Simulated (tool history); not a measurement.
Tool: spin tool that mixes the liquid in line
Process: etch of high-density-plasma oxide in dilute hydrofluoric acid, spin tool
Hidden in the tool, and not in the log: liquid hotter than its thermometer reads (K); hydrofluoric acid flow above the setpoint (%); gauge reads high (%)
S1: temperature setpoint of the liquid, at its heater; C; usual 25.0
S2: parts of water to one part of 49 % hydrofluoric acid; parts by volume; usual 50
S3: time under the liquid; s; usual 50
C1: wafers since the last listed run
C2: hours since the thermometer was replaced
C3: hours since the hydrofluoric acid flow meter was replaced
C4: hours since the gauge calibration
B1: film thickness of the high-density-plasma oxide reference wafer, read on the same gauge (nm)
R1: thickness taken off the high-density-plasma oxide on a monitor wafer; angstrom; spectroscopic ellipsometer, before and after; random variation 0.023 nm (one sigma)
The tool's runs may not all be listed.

Run 1, day 0.000: usual settings; C1 0; C2 1931.3; C3 983.2; C4 69.4; B1 90.02. Result: R1 66.8 angstrom.
Run 2, day 0.554: usual settings; C1 106; C2 1944.6; C3 996.5; C4 82.7; B1 90.00. Result: R1 66.8 angstrom.
Run 3, day 0.958: usual settings but S2 65 parts by volume; C1 77; C2 1954.3; C3 1006.2; C4 92.4; B1 90.02. Result: R1 50.4 angstrom.
Run 4, day 1.329: usual settings but S2 65 parts by volume; C1 71; C2 1963.2; C3 1015.1; C4 101.3; B1 90.03. Result: R1 50.4 angstrom.
Run 5, day 1.754: usual settings but S2 65 parts by volume; C1 81; C2 1973.4; C3 1025.3; C4 111.5; B1 90.03. Result: R1 50.3 angstrom.
Run 6, day 2.096: usual settings; C1 65; C2 1981.6; C3 1033.5; C4 119.7; B1 89.96. Result: R1 66.7 angstrom.
Run 7, day 2.538: usual settings; C1 85; C2 1992.2; C3 1044.1; C4 130.3; B1 89.97. Result: R1 67.3 angstrom.
At day 2.971: thermometer replaced.
Run 8, day 2.992: usual settings but S3 30 s; C1 79; C2 0.5; C3 1055.0; C4 141.2; B1 89.98. Result: R1 40.0 angstrom.
At day 3.462: hydrofluoric acid flow meter replaced.
Run 9, day 3.671: usual settings but S2 30 parts by volume, S3 75 s; C1 122; C2 16.8; C3 5.0; C4 157.5; B1 90.05. Result: R1 153.3 angstrom.
At day 3.892: gauge calibrated.
Run 10, day 4.133: usual settings but S2 30 parts by volume; C1 89; C2 27.9; C3 16.1; C4 5.8; B1 89.96. Result: R1 101.8 angstrom.
Run 11, day 4.796: usual settings; C1 127; C2 43.8; C3 32.0; C4 21.7; B1 90.07. Result: R1 59.7 angstrom.
Run 12, day 5.221: usual settings but S2 45 parts by volume, S3 35 s; C1 81; C2 54.0; C3 42.2; C4 31.9; B1 89.97. Result: R1 47.0 angstrom.
Run 13, day 5.846: usual settings but S2 40 parts by volume; C1 120; C2 69.0; C3 57.2; C4 46.9; B1 90.00. Result: R1 76.1 angstrom.
Run 14, day 6.496: usual settings but S2 45 parts by volume; C1 125; C2 84.6; C3 72.8; C4 62.5; B1 90.03. Result: R1 67.0 angstrom.
Run 15, day 6.933: usual settings; C1 84; C2 95.1; C3 83.3; C4 73.0; B1 89.99. Result: R1 60.2 angstrom.
Run 16, day 7.238: usual settings but S2 40 parts by volume, S3 65 s; C1 58; C2 102.4; C3 90.6; C4 80.3; B1 89.93. Result: R1 99.2 angstrom.

4 ways to go on from here, each from the tool as it stands after run 16. What would each give?
Run A, day 7.254: usual settings but S1 21.0 C; C1 3; C2 102.8; C3 91.0; C4 80.7; B1 ?. Result: R1 ?.
Run B, day 7.254: usual settings but S1 20.5 C, S2 70 parts by volume, S3 35 s; C1 3; C2 102.8; C3 91.0; C4 80.7; B1 ?. Result: R1 ?.
Run C, day 7.254: usual settings but S1 21.5 C, S2 60 parts by volume, S3 35 s; C1 3; C2 102.8; C3 91.0; C4 80.7; B1 ?. Result: R1 ?.
Run D, day 7.254: usual settings but S3 35 s; C1 3; C2 102.8; C3 91.0; C4 80.7; B1 ?. Result: R1 ?.

run     B1    R1
  A  89.97  51.1
  B  89.97  24.5
  C  89.97  30.1
  D  89.97  42.3
Without the tool's hidden state the same runs would have given:
run    R1
  A  49.6
  B  23.7
  C  29.2
  D  41.0

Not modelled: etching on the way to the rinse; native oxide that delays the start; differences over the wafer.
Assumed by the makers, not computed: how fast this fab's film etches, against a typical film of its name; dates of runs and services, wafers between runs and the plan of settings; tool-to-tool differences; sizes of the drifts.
